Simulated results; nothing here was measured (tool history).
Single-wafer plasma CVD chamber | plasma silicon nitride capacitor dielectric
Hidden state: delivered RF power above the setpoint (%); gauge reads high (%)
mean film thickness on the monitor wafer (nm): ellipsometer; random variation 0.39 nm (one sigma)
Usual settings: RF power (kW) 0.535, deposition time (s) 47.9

run	hour	RF power (kW)	deposition time (s)	wafers since the last listed run	hours since the last RF generator calibration	hours since the showerhead was replaced	hours since the gauge calibration	read-back reference wafer on the same gauge, thickness_nm	mean film thickness on the monitor wafer (nm)
1	0	0.535	47.9	0	831.2	2117.6	804.8	59.409	70.914
2	31.4	0.46	42.7	470	862.6	2149	836.2	59.445	60.551
3	83.6	0.46	42.7	782	914.8	2201.2	888.4	59.613	60.334
4	107.7	0.535	47.9	361	938.9	2225.3	912.5	59.545	71.516
5	146.4	0.6	40.9	579	977.6	2264	951.2	59.777	63.008
6	190.3	0.535	47.9	657	1021.5	2307.9	995.1	59.948	71.29
7	237.4	0.535	47.9	705	1068.6	2355	1042.2	60.059	71.843
8	295.3	0.535	47.9	867	1126.5	2412.9	1100.1	60.039	72.276
9	342.1	0.535	54.4	701	1173.3	2459.7	1146.9	60.231	81.922
10	394.8	0.535	54.4	789	1226	2512.4	1199.6	60.635	81.888
11	444.7	0.535	47.9	747	1275.9	2562.3	1249.5	60.768	72.995
12	591	0.535	47.9	2192	1422.2	2708.6	1395.8	61.417	72.968
13	644.6	0.535	47.9	803	1475.8	2762.2	1449.4	61.757	72.644
14	668.8	0.535	47.9	362	1500	2786.4	1473.6	61.786	73.796
15	727.2	0.535	47.9	875	1558.4	2844.8	1532	62.184	73.938
16	791.7	0.63	39.3	966	1622.9	2909.3	1596.5	62.543	64.727
17	816.8	0.535	47.9	376	1648	2934.4	1621.6	62.508	74.59
# hour 866.1: gauge calibrated
18	870.4	0.49	56.3	803	1701.6	2988	4.3	59.096	80.031
19	933.8	0.535	47.9	950	1765	3051.4	67.7	59.166	70.808
20	985.5	0.535	44.2	774	1816.7	3103.1	119.4	59.045	64.769

Run 21 comes next. What will it give?
21	1044.9	0.48	39.3	890	1876.1	3162.5	178.8	?	?

Run 21 gave read-back reference wafer on the same gauge, thickness_nm 59.103, mean film thickness on the monitor wafer (nm) 55.845.
Without the tool's hidden state the same run would have given mean film thickness on the monitor wafer (nm) 54.971.
